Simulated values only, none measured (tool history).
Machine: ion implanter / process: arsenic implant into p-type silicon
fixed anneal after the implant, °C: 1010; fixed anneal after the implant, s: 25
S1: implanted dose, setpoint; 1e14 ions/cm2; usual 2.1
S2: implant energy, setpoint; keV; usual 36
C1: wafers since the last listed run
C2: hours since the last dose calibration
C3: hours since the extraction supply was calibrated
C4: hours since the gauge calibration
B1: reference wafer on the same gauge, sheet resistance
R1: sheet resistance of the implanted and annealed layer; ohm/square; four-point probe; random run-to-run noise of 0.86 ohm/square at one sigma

{"run": 1, "hour": 0.0, "S1": 2.1, "S2": 36, "C1": 0, "C2": 2023.1, "C3": 3586.2, "C4": 510.5, "B1": 300.95, "R1": 327.95}
{"run": 2, "hour": 56.8, "S1": 2.1, "S2": 36, "C1": 1354, "C2": 2079.9, "C3": 3643, "C4": 567.3, "B1": 300.96, "R1": 329.17}
{"run": 3, "hour": 96.4, "S1": 2.1, "S2": 36, "C1": 944, "C2": 2119.5, "C3": 3682.6, "C4": 606.9, "B1": 301.06, "R1": 328.88}
{"run": 4, "hour": 139.3, "S1": 2.1, "S2": 36, "C1": 1022, "C2": 2162.4, "C3": 3725.5, "C4": 649.8, "B1": 301.14, "R1": 327.69}
{"run": 5, "hour": 188.2, "S1": 2.1, "S2": 36, "C1": 1165, "C2": 2211.3, "C3": 3774.4, "C4": 698.7, "B1": 301.02, "R1": 328.37}
{"run": 6, "hour": 246.9, "S1": 2.1, "S2": 36, "C1": 1399, "C2": 2270, "C3": 3833.1, "C4": 757.4, "B1": 301.05, "R1": 327.88}
{"run": 7, "hour": 274.1, "S1": 2.1, "S2": 36, "C1": 648, "C2": 2297.2, "C3": 3860.3, "C4": 784.6, "B1": 301, "R1": 327.66}
{"hour": 368.8, "done": "gauge calibrated"}
{"hour": 394.2, "done": "extraction supply calibrated"}
{"run": 8, "hour": 394.7, "S1": 2.1, "S2": 36, "C1": 2684, "C2": 2417.8, "C3": 0.5, "C4": 25.9, "B1": 301.09, "R1": 328.01}
{"hour": 410.9, "done": "Faraday cup replaced and dose calibrated"}
{"run": 9, "hour": 429.8, "S1": 1.48, "S2": 36, "C1": 646, "C2": 18.9, "C3": 35.6, "C4": 61, "B1": 300.85, "R1": 438.01}
{"run": 10, "hour": 497.2, "S1": 2.53, "S2": 43, "C1": 1606, "C2": 86.3, "C3": 103, "C4": 128.4, "B1": 301.1, "R1": 289.99}
{"run": 11, "hour": 551.2, "S1": 2.1, "S2": 47.5, "C1": 1287, "C2": 140.3, "C3": 157, "C4": 182.4, "B1": 301.02, "R1": 325.33}
{"run": 12, "hour": 605.8, "S1": 2.1, "S2": 36, "C1": 1301, "C2": 194.9, "C3": 211.6, "C4": 237, "B1": 301, "R1": 338.82}
{"run": 13, "hour": 670.4, "S1": 2.54, "S2": 28.5, "C1": 1539, "C2": 259.5, "C3": 276.2, "C4": 301.6, "B1": 300.9, "R1": 304.57}
{"run": 14, "hour": 726.8, "S1": 1.51, "S2": 43.5, "C1": 1344, "C2": 315.9, "C3": 332.6, "C4": 358, "B1": 300.95, "R1": 415.05}
{"run": 15, "hour": 756.6, "S1": 2.1, "S2": 36, "C1": 710, "C2": 345.7, "C3": 362.4, "C4": 387.8, "B1": 301.07, "R1": 338.05}
{"run": 16, "hour": 786.2, "S1": 1.66, "S2": 36, "C1": 705, "C2": 375.3, "C3": 392, "C4": 417.4, "B1": 301.01, "R1": 401.74}

Each row is a separate what-if for the run after 16, all from the same tool condition, not one after another. Results?
{"run": "A", "hour": 786.6, "S1": 2.1, "S2": 36, "C1": 9, "C2": 375.7, "C3": 392.4, "C4": 417.8, "B1": "?", "R1": "?"}
{"run": "B", "hour": 786.6, "S1": 2.26, "S2": 39.5, "C1": 9, "C2": 375.7, "C3": 392.4, "C4": 417.8, "B1": "?", "R1": "?"}
{"run": "C", "hour": 786.6, "S1": 2.44, "S2": 36, "C1": 9, "C2": 375.7, "C3": 392.4, "C4": 417.8, "B1": "?", "R1": "?"}
{"run": "D", "hour": 786.6, "S1": 2.34, "S2": 46.5, "C1": 9, "C2": 375.7, "C3": 392.4, "C4": 417.8, "B1": "?", "R1": "?"}

run=A B1=300.91 R1=339.91
run=B B1=300.91 R1=317.66
run=C B1=300.91 R1=304.47
run=D B1=300.91 R1=302.13
Stripped of hidden state, with their random variation kept, the same runs would have yielded:
run=A R1=340.65
run=B R1=318.35
run=C R1=305.15
run=D R1=302.78

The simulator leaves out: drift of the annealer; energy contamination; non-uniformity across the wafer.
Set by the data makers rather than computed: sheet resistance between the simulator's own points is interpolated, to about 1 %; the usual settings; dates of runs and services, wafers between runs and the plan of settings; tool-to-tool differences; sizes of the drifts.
